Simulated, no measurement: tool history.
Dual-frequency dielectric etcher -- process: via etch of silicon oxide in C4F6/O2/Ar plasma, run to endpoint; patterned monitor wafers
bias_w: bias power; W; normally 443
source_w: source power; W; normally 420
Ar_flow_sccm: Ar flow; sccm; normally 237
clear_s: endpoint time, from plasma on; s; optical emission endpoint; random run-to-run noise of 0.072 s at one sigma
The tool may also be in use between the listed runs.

| run | day | bias_w | source_w | Ar_flow_sccm | wafers since the last listed run | hours since the last wet clean | hours since the last bias power generator calibration | hours since the last source power generator calibration | hours since the last Ar flow controller change | hours since the last upper electrode change | incoming incoming film thickness, nm | clear_s |
|---|---|---|---|---|---|---|---|---|---|---|---|---|
| 1 | 0 | 443 | 420 | 237 | 0 | 60.2 | 0.5 | 2395 | 4510.1 | 2268 | 114.4 | 24.2 |
| 2 | 1.979 | 443 | 420 | 237 | 834 | 107.7 | 48 | 2442.5 | 4557.6 | 2315.5 | 114.5 | 24.3 |
| 3 | 4.9 | 443 | 420 | 237 | 1232 | 177.8 | 118.1 | 2512.6 | 4627.7 | 2385.6 | 112.7 | 23.9 |
|  | 7.704 | upper electrode replaced |
| 4 | 7.725 | 443 | 420 | 237 | 769 | 245.6 | 185.9 | 2580.4 | 4695.5 | 0.5 | 113.2 | 24.1 |
| 5 | 8.35 | 443 | 420 | 237 | 263 | 260.6 | 200.9 | 2595.4 | 4710.5 | 15.5 | 114.6 | 24.4 |
| 6 | 11.804 | 443 | 420 | 237 | 1457 | 343.5 | 283.8 | 2678.3 | 4793.4 | 98.4 | 112.5 | 23.9 |
|  | 21.854 | wet clean of the chamber |
| 7 | 24.142 | 443 | 420 | 237 | 4782 | 54.9 | 579.9 | 2974.4 | 5089.5 | 394.5 | 114.1 | 24.2 |
| 8 | 26.408 | 443 | 370 | 237 | 956 | 109.3 | 634.3 | 3028.8 | 5143.9 | 448.9 | 114.1 | 25.1 |
|  | 28.254 | Ar flow controller replaced |
| 9 | 29.912 | 356 | 360 | 286 | 1372 | 193.4 | 718.4 | 3112.9 | 39.8 | 533 | 113.7 | 28.1 |
| 10 | 31.675 | 413 | 420 | 288 | 743 | 235.7 | 760.7 | 3155.2 | 82.1 | 575.3 | 113.4 | 25.2 |
| 11 | 35.258 | 514 | 330 | 205 | 1511 | 321.7 | 846.7 | 3241.2 | 168.1 | 661.3 | 114 | 24.4 |
| 12 | 38.333 | 408 | 370 | 182 | 1297 | 395.5 | 920.5 | 3315 | 241.9 | 735.1 | 114.1 | 25.1 |
| 13 | 40.829 | 443 | 420 | 208 | 1052 | 455.4 | 980.4 | 3374.9 | 301.8 | 795 | 113.4 | 23.8 |
| 14 | 42.925 | 396 | 360 | 208 | 884 | 505.7 | 1030.7 | 3425.2 | 352.1 | 845.3 | 114 | 26.2 |
| 15 | 45.192 | 408 | 390 | 188 | 956 | 560.1 | 1085.1 | 3479.6 | 406.5 | 899.7 | 114.2 | 24.9 |
|  | 47.912 | wet clean of the chamber |
| 16 | 48.562 | 533 | 420 | 194 | 1000 | 15.6 | 1166 | 3560.5 | 487.4 | 980.6 | 112.8 | 21.6 |
|  | 48.875 | source power generator calibrated |
| 17 | 50.3 | 413 | 420 | 288 | 662 | 57.3 | 1207.7 | 34.2 | 529.1 | 1022.3 | 112.8 | 25 |
| 18 | 54.292 | 443 | 420 | 237 | 1683 | 153.1 | 1303.5 | 130 | 624.9 | 1118.1 | 113 | 23.8 |
| 19 | 58.379 | 499 | 490 | 258 | 1724 | 251.2 | 1401.6 | 228.1 | 723 | 1216.2 | 114.4 | 22.2 |

The next listed run, before its measurement:
| 20 | 60.617 | 494 | 460 | 288 | 943 | 304.9 | 1455.3 | 281.8 | 776.7 | 1269.9 | 114.4 | ? |

{"run 20": {"clear_s": 23.1}}
Without the tool's hidden state the same run would have given clear_s 23 s.
